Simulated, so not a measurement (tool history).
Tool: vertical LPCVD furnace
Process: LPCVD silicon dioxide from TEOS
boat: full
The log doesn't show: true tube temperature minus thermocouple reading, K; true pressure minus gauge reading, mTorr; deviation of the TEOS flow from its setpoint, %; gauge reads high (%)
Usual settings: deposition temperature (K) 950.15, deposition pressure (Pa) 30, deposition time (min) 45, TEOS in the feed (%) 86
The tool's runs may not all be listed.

run	hour	deposition temperature (K)	deposition pressure (Pa)	deposition time (min)	TEOS in the feed (%)	wafers since the last listed run	hours since the last temperature calibration	hours since the pressure gauge was zeroed	hours since the TEOS flow controller was replaced	hours since the gauge calibration	read-back reference wafer on the same gauge, thickness	film thickness on the monitor wafer in the middle of the boat (angstrom)
1	0	950.15	30	45	86	0	1156.6	1201.1	5342	1618.3	210.18	1953.1
2	101.7	950.15	30	45	86	1662	1258.3	1302.8	5443.7	1720	209.76	1949.3
3	156.9	950.15	30	45	86	902	1313.5	1358	5498.9	1775.2	210.39	1949.4
4	264.6	950.15	30	45	86	1760	1421.2	1465.7	5606.6	1882.9	209.8	1957.8
5	330.4	950.15	30	45	86	1075	1487	1531.5	5672.4	1948.7	210.3	1949.2
6	436.6	950.15	28	45	86	1736	1593.2	1637.7	5778.6	2054.9	209.94	1877.3
7	519.3	950.15	30	45	86	1352	1675.9	1720.4	5861.3	2137.6	210.07	1956.1
8	591	950.15	30	45	86	1172	1747.6	1792.1	5933	2209.3	210.15	1949.6
9	686.5	950.15	30	45	86	1561	1843.1	1887.6	6028.5	2304.8	209.79	1962.8
# hour 713.5: thermocouples replaced and temperature profile calibrated
10	778.3	950.15	30	45	86	1108	64.8	1979.4	6120.3	2396.6	209.92	1927.3
11	869.8	950.15	30	45	86	1496	156.3	2070.9	6211.8	2488.1	210.22	1937.5
# hour 897.1: gauge calibrated
# hour 913.9: TEOS flow controller replaced
12	1024.6	950.15	30	45	86	2138	311.1	2225.7	110.7	127.5	209.92	1939.3
13	1074.7	950.15	30	45	86	819	361.2	2275.8	160.8	177.6	209.87	1939
14	1141.7	950.15	30	45	86	1095	428.2	2342.8	227.8	244.6	210.14	1938.6
15	1178.9	950.15	30	45	86	608	465.4	2380	265	281.8	209.94	1946.1
16	1220.8	950.15	32.7	50.5	71	685	507.3	2421.9	306.9	323.7	209.84	2071.9
17	1275.1	945.15	30	35.5	86	887	561.6	2476.2	361.2	378	210.12	1352
18	1374.4	944.15	26.7	53.5	71	1623	660.9	2575.5	460.5	477.3	210.11	1710.2
# hour 1431.8: pressure gauge zeroed
19	1432.3	940.15	34	62	70	554	718.8	0.5	518.4	535.2	210.16	2018.8
20	1478.4	956.15	28	45	95	753	764.9	46.6	564.5	581.3	209.99	2288
21	1567.2	950.15	30	45	95	1451	853.7	135.4	653.3	670.1	210.18	2060.3
22	1660.1	942.15	36	35	79	1518	946.6	228.3	746.2	763	209.79	1308.4
23	1725.4	950.15	27.3	45	80	1067	1011.9	293.6	811.5	828.3	210.12	1794.7
24	1795.8	950.15	30	29.5	86	1151	1082.3	364	881.9	898.7	209.99	1277.3
25	1864.6	950.15	30	45	86	1124	1151.1	432.8	950.7	967.5	209.72	1951.3
26	1943.6	950.15	30	45	86	1291	1230.1	511.8	1029.7	1046.5	209.91	1957.7
27	2017.5	940.15	30	45	86	1208	1304	585.7	1103.6	1120.4	210.05	1523
28	2108.1	954.15	30	53.5	74	1481	1394.6	676.3	1194.2	1211	210.11	2367.7
29	2160.6	956.15	30	60.5	77	858	1447.1	728.8	1246.7	1263.5	210.13	2856.4

Forecast each of these 3 alternatives for the next run:
A	2164.6	950.15	30	45	86	65	1451.1	732.8	1250.7	1267.5	?	?
B	2164.6	945.15	35.3	45	81	65	1451.1	732.8	1250.7	1267.5	?	?
C	2164.6	942.15	30	27.5	86	65	1451.1	732.8	1250.7	1267.5	?	?

run	read-back reference wafer on the same gauge, thickness	film thickness on the monitor wafer in the middle of the boat (angstrom)
A	210.14	1951.1
B	210.14	1818
C	210.14	979.5
Without the tool's hidden state the same runs would have given:
run	film thickness on the monitor wafer in the middle of the boat (angstrom)
A	1920.9
B	1789.5
C	964
